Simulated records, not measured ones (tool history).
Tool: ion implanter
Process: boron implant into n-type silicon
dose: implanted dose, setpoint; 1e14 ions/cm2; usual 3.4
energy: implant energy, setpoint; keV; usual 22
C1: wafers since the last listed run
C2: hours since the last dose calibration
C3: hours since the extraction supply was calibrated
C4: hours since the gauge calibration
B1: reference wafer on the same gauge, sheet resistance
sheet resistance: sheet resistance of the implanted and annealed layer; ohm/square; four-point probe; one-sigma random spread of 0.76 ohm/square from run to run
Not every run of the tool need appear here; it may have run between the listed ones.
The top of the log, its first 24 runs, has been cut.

Run 25, hour 2258.1: usual settings but energy 19 keV; C1 3539; C2 194.9; C3 708.5; C4 637.3; B1 299.08. Result: sheet resistance 282.33 ohm/square.
Run 26, hour 2308.6: usual settings but dose 3.76 1e14 ions/cm2; C1 919; C2 245.4; C3 759; C4 687.8; B1 299.12. Result: sheet resistance 256.47 ohm/square.
Run 27, hour 2388.4: usual settings but dose 2.82 1e14 ions/cm2, energy 17.5 keV; C1 1452; C2 325.2; C3 838.8; C4 767.6; B1 299.2. Result: sheet resistance 332.91 ohm/square.
Run 28, hour 2491.1: usual settings but dose 2.54 1e14 ions/cm2, energy 25 keV; C1 1869; C2 427.9; C3 941.5; C4 870.3; B1 299.15. Result: sheet resistance 348.93 ohm/square.
Run 29, hour 2545.7: usual settings but dose 4.11 1e14 ions/cm2, energy 28.5 keV; C1 994; C2 482.5; C3 996.1; C4 924.9; B1 299.14. Result: sheet resistance 231.51 ohm/square.
At hour 2670.8: Faraday cup replaced and dose calibrated.
Run 30, hour 2756.4: usual settings but dose 2.66 1e14 ions/cm2, energy 24.5 keV; C1 3690; C2 85.6; C3 1206.8; C4 1135.6; B1 299.17. Result: sheet resistance 336.07 ohm/square.
Run 31, hour 3049: usual settings but dose 2.4 1e14 ions/cm2, energy 19.5 keV; C1 5326; C2 378.2; C3 1499.4; C4 1428.2; B1 298.9. Result: sheet resistance 376.58 ohm/square.
Run 32, hour 3143.4: usual settings; C1 1718; C2 472.6; C3 1593.8; C4 1522.6; B1 298.97. Result: sheet resistance 279.41 ohm/square.
Run 33, hour 3237: usual settings but energy 25.5 keV; C1 1704; C2 566.2; C3 1687.4; C4 1616.2; B1 299.19. Result: sheet resistance 274.52 ohm/square.

Consider 5 possible next runs. They are alternatives, not a sequence: every one starts from the tool as it was left by run 33. What does each give?
Run A, hour 3237.4: usual settings; C1 7; C2 566.6; C3 1687.8; C4 1616.6; B1 ?. Result: sheet resistance ?.
Run B, hour 3237.4: usual settings but dose 2.58 1e14 ions/cm2, energy 29 keV; C1 7; C2 566.6; C3 1687.8; C4 1616.6; B1 ?. Result: sheet resistance ?.
Run C, hour 3237.4: usual settings but dose 2.61 1e14 ions/cm2, energy 20 keV; C1 7; C2 566.6; C3 1687.8; C4 1616.6; B1 ?. Result: sheet resistance ?.
Run D, hour 3237.4: usual settings but dose 2.5 1e14 ions/cm2, energy 27.5 keV; C1 7; C2 566.6; C3 1687.8; C4 1616.6; B1 ?. Result: sheet resistance ?.
Run E, hour 3237.4: usual settings but dose 4.37 1e14 ions/cm2, energy 28.5 keV; C1 7; C2 566.6; C3 1687.8; C4 1616.6; B1 ?. Result: sheet resistance ?.

run      B1  sheet resistance
  A  299.01            279.15
  B  299.01             339.1
  C  299.01            349.92
  D  299.01            349.87
  E  299.01            221.03
With no hidden state in the tool, these same runs would have given:
run  sheet resistance
  A            279.15
  B             339.1
  C            349.92
  D            349.87
  E            221.03
